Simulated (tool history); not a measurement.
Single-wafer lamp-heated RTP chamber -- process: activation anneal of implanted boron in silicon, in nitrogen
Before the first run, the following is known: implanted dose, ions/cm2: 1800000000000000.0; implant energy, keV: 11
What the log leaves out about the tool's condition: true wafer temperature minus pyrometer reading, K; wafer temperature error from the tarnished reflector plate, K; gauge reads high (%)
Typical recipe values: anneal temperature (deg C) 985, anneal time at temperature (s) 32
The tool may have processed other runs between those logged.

run   hour  anneal temperature (deg C)  anneal time at temperature (s)  wafers since the last listed run  wafers since the last pyrometer calibration  wafers since the reflector plate was cleaned  hours since the gauge calibration  read-back reference wafer on the same gauge, sheet resistance  sheet resistance of the implanted and annealed layer (ohm/square)
  1    0.0                         985                              32                                 0                                         4488                                          5038                              190.1                                                          99.77                                                             112.43
      11.9  -- gauge calibrated
  2   19.1                         985                              32                               332                                         4821                                          5370                                7.2                                                          99.98                                                             110.41
  3   29.2                         985                              32                               175                                         4996                                          5546                               17.3                                                          99.97                                                             111.69
  4   40.4                         969                              32                               194                                         5191                                          5741                               28.5                                                          99.83                                                             122.12
  5   53.3                         977                              43                               224                                         5416                                          5965                               41.4                                                          99.98                                                             113.95
  6   69.2                         985                              36                               276                                         5693                                          6242                               57.3                                                         100.11                                                             110.49
  7   85.3                         967                              45                               280                                         5973                                          6523                               73.4                                                          99.94                                                             119.06
  8   98.1                         967                              45                               222                                         6196                                          6745                               86.2                                                          99.82                                                             119.66
  9  105.2                         967                              45                               123                                         6320                                          6869                               93.3                                                         100.00                                                             119.24
     116.9  -- reflector plate cleaned
 10  119.0                         985                              32                               100                                         6421                                            37                              107.1                                                         100.01                                                             109.35
 11  133.3                         985                              32                               248                                         6669                                           286                              121.4                                                          99.95                                                             108.57
 12  143.4                         970                              25                               175                                         6845                                           462                              131.5                                                         100.13                                                             119.82
     160.6  -- pyrometer window cleaned and pyrometer calibrated
 13  161.1                         962                              32                               168                                            9                                           631                              149.2                                                          99.96                                                             122.87
     172.6  -- reflector plate cleaned, repeated, since the last time left the tool worse
 14  173.6                         985                              32                                78                                           87                                            17                              161.7                                                         100.04                                                             114.71
     173.9  -- gauge calibrated
 15  186.4                         985                              18                               222                                          310                                           240                               12.5                                                          99.95                                                             118.56
 16  192.9                         993                              32                               113                                          423                                           353                               19.0                                                          99.89                                                             109.92
 17  200.3                         995                              17                               128                                          552                                           482                               26.4                                                          99.84                                                             112.80
 18  215.3                         961                              20                               261                                          813                                           743                               41.4                                                          99.96                                                             138.79
 19  226.4                         965                              13                               193                                         1006                                           937                               52.5                                                          99.81                                                             139.51
 20  238.1                         972                              26                               203                                         1210                                          1140                               64.2                                                          99.96                                                             125.21
 21  253.1                         994                              40                               261                                         1471                                          1401                               79.2                                                          99.93                                                             107.10

Entry by entry between the runs, the difference in hidden state between the last listed run before and the first listed run after:
In the gap between runs 1 and 2: gauge calibrated (hour 11.9)
  wafer temperature error from the tarnished reflector plate, K: 4.75 -> 5.03
  the result without the hidden state subtracted from the measured one, sheet resistance of the implanted and annealed layer (ohm/square): -2.86 -> -2.98
In the gap between runs 9 and 10: reflector plate cleaned (hour 116.9)
  wafer temperature error from the tarnished reflector plate, K: 6.31 -> 9.61
  the result without the hidden state subtracted from the measured one, sheet resistance of the implanted and annealed layer (ohm/square): -4.90 -> -5.53
In the gap between runs 12 and 13: pyrometer window cleaned and pyrometer calibrated (hour 160.6)
  wafer temperature error from the tarnished reflector plate, K: 9.98 -> 10.2
  the result without the hidden state subtracted from the measured one, sheet resistance of the implanted and annealed layer (ohm/square): -7.92 -> -9.01
In the gap between runs 13 and 14: reflector plate cleaned, repeated, since the last time left the tool worse (hour 172.6)
  wafer temperature error from the tarnished reflector plate, K: 10.2 -> 0.162
  the result without the hidden state subtracted from the measured one, sheet resistance of the implanted and annealed layer (ohm/square): -9.01 -> -0.10
In the gap between runs 14 and 15: gauge calibrated (hour 173.9)
  wafer temperature error from the tarnished reflector plate, K: 0.162 -> 0.352
  the result without the hidden state subtracted from the measured one, sheet resistance of the implanted and annealed layer (ohm/square): -0.10 -> -0.24
